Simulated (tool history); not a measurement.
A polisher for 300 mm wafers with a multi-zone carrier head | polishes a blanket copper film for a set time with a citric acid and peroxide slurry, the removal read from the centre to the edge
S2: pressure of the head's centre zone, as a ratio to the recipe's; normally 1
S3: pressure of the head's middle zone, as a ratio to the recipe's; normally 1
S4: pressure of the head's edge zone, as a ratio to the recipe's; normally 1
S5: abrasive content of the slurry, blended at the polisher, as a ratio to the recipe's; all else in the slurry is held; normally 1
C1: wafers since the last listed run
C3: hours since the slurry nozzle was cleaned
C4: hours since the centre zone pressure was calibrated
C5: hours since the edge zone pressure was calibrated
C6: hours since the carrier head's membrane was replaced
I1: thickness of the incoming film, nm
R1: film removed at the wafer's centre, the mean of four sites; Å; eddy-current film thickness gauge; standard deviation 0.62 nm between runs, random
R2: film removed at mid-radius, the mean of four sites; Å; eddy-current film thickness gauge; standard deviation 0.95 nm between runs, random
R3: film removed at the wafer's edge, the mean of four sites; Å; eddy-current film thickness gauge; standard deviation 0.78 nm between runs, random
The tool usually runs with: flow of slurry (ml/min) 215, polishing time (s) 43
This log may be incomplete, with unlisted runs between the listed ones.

{"run": 1, "hour": 0.0, "flow of slurry (ml/min)": 215, "S2": 1, "S3": 1, "S4": 1, "S5": 1, "polishing time (s)": 43, "C1": 0, "wafers polished on this pad": 727, "C3": 25.5, "C4": 180.6, "C5": 446.5, "C6": 616.4, "I1": 1273.3, "R1": 780, "R2": 784, "R3": 806}
{"run": 2, "hour": 39.3, "flow of slurry (ml/min)": 215, "S2": 1, "S3": 1, "S4": 1, "S5": 1, "polishing time (s)": 43, "C1": 235, "wafers polished on this pad": 962, "C3": 64.8, "C4": 219.9, "C5": 485.8, "C6": 655.7, "I1": 1292.9, "R1": 760, "R2": 775, "R3": 800}
{"hour": 101.3, "done": "worn pad replaced by a new one"}
{"run": 3, "hour": 144.2, "flow of slurry (ml/min)": 215, "S2": 1, "S3": 1, "S4": 1, "S5": 1, "polishing time (s)": 43, "C1": 603, "wafers polished on this pad": 256, "C3": 169.7, "C4": 324.8, "C5": 590.7, "C6": 760.6, "I1": 1252.2, "R1": 775, "R2": 781, "R3": 810}
{"run": 4, "hour": 187.7, "flow of slurry (ml/min)": 215, "S2": 1, "S3": 1, "S4": 1, "S5": 1, "polishing time (s)": 43, "C1": 260, "wafers polished on this pad": 516, "C3": 213.2, "C4": 368.3, "C5": 634.2, "C6": 804.1, "I1": 1244, "R1": 778, "R2": 776, "R3": 809}
{"hour": 196.8, "done": "slurry nozzle cleaned"}
{"run": 5, "hour": 260.8, "flow of slurry (ml/min)": 215, "S2": 1, "S3": 1, "S4": 1, "S5": 1, "polishing time (s)": 43, "C1": 431, "wafers polished on this pad": 947, "C3": 64, "C4": 441.4, "C5": 707.3, "C6": 877.2, "I1": 1276.4, "R1": 778, "R2": 773, "R3": 807}
{"hour": 332.2, "done": "worn pad replaced by a new one"}
{"run": 6, "hour": 342.8, "flow of slurry (ml/min)": 215, "S2": 1, "S3": 1, "S4": 1, "S5": 1, "polishing time (s)": 43, "C1": 466, "wafers polished on this pad": 63, "C3": 146, "C4": 523.4, "C5": 789.3, "C6": 959.2, "I1": 1287, "R1": 776, "R2": 774, "R3": 806}
{"run": 7, "hour": 449.5, "flow of slurry (ml/min)": 215, "S2": 1, "S3": 1, "S4": 1, "S5": 1, "polishing time (s)": 43, "C1": 638, "wafers polished on this pad": 701, "C3": 252.7, "C4": 630.1, "C5": 896, "C6": 1065.9, "I1": 1255.7, "R1": 784, "R2": 781, "R3": 804}
{"hour": 467.1, "done": "slurry nozzle cleaned"}
{"run": 8, "hour": 536.9, "flow of slurry (ml/min)": 215, "S2": 1, "S3": 1, "S4": 1, "S5": 1, "polishing time (s)": 43, "C1": 516, "wafers polished on this pad": 1218, "C3": 69.8, "C4": 717.5, "C5": 983.4, "C6": 1153.3, "I1": 1262.8, "R1": 785, "R2": 774, "R3": 790}
{"hour": 601.0, "done": "worn pad replaced by a new one"}
{"run": 9, "hour": 609.7, "flow of slurry (ml/min)": 215, "S2": 1, "S3": 1, "S4": 1.11, "S5": 1, "polishing time (s)": 43, "C1": 411, "wafers polished on this pad": 52, "C3": 142.6, "C4": 790.3, "C5": 1056.2, "C6": 1226.1, "I1": 1269, "R1": 781, "R2": 795, "R3": 847}
{"hour": 700.5, "done": "slurry nozzle cleaned"}
{"hour": 722.5, "done": "centre zone pressure recalibrated"}
{"run": 10, "hour": 752.2, "flow of slurry (ml/min)": 215, "S2": 1, "S3": 1, "S4": 1, "S5": 1, "polishing time (s)": 43, "C1": 834, "wafers polished on this pad": 886, "C3": 51.7, "C4": 29.7, "C5": 1198.7, "C6": 1368.6, "I1": 1276.1, "R1": 778, "R2": 779, "R3": 801}
{"run": 11, "hour": 812.9, "flow of slurry (ml/min)": 275, "S2": 1, "S3": 1, "S4": 1, "S5": 1, "polishing time (s)": 37, "C1": 363, "wafers polished on this pad": 1249, "C3": 112.4, "C4": 90.4, "C5": 1259.4, "C6": 1429.3, "I1": 1269.3, "R1": 684, "R2": 683, "R3": 702}
{"hour": 829.2, "done": "edge zone pressure recalibrated"}
{"hour": 851.0, "done": "carrier head's membrane replaced by a new one"}
{"hour": 860.3, "done": "worn pad replaced by a new one"}
{"run": 12, "hour": 860.8, "flow of slurry (ml/min)": 215, "S2": 1, "S3": 1, "S4": 1, "S5": 1, "polishing time (s)": 43, "C1": 220, "wafers polished on this pad": 2, "C3": 160.3, "C4": 138.3, "C5": 31.6, "C6": 9.8, "I1": 1270.9, "R1": 774, "R2": 777, "R3": 802}
{"hour": 940.2, "done": "slurry nozzle cleaned"}
{"run": 13, "hour": 957.3, "flow of slurry (ml/min)": 215, "S2": 1, "S3": 1.11, "S4": 0.9, "S5": 1, "polishing time (s)": 31, "C1": 571, "wafers polished on this pad": 573, "C3": 17.1, "C4": 234.8, "C5": 128.1, "C6": 106.3, "I1": 1277.8, "R1": 557, "R2": 607, "R3": 545}
{"run": 14, "hour": 1017.3, "flow of slurry (ml/min)": 215, "S2": 1, "S3": 1, "S4": 1, "S5": 1, "polishing time (s)": 43, "C1": 358, "wafers polished on this pad": 932, "C3": 77.1, "C4": 294.8, "C5": 188.1, "C6": 166.3, "I1": 1285.9, "R1": 786, "R2": 778, "R3": 802}
{"hour": 1082.0, "done": "worn pad replaced by a new one"}
{"run": 15, "hour": 1117.5, "flow of slurry (ml/min)": 215, "S2": 1, "S3": 1.06, "S4": 1, "S5": 1, "polishing time (s)": 43, "C1": 575, "wafers polished on this pad": 212, "C3": 177.3, "C4": 395, "C5": 288.3, "C6": 266.5, "I1": 1271.8, "R1": 783, "R2": 835, "R3": 805}
{"hour": 1182.7, "done": "slurry nozzle cleaned"}
{"run": 16, "hour": 1197.2, "flow of slurry (ml/min)": 240, "S2": 1, "S3": 1, "S4": 1, "S5": 1, "polishing time (s)": 43, "C1": 470, "wafers polished on this pad": 683, "C3": 14.5, "C4": 474.7, "C5": 368, "C6": 346.2, "I1": 1286.2, "R1": 785, "R2": 782, "R3": 810}
{"run": 17, "hour": 1236.7, "flow of slurry (ml/min)": 215, "S2": 1, "S3": 1, "S4": 1, "S5": 1.15, "polishing time (s)": 48, "C1": 236, "wafers polished on this pad": 919, "C3": 54, "C4": 514.2, "C5": 407.5, "C6": 385.7, "I1": 1274.8, "R1": 917, "R2": 904, "R3": 923}

Measured result minus the same run's result without the hidden state. Both carry the same run-to-run variation, though not necessarily the same gauge scatter:
Hidden state present: removal rate lost through wear of the pad, %; slurry flow missing at the pad, %; deviation of the centre zone's pressure from its setpoint, %; deviation of the edge zone's pressure from its setpoint, %.
run=1 R1=-2
run=2 R1=-3
run=3 R1=+0
run=4 R1=+1
run=5 R1=+4
run=6 R1=+7
run=7 R1=+13
run=8 R1=+17
run=9 R1=+22
run=10 R1=+9
run=11 R1=+8
run=12 R1=+9
run=13 R1=+8
run=14 R1=+12
run=15 R1=+15
run=16 R1=+18
run=17 R1=+23
R2: 0 in every run.
R3: 0 in every run.
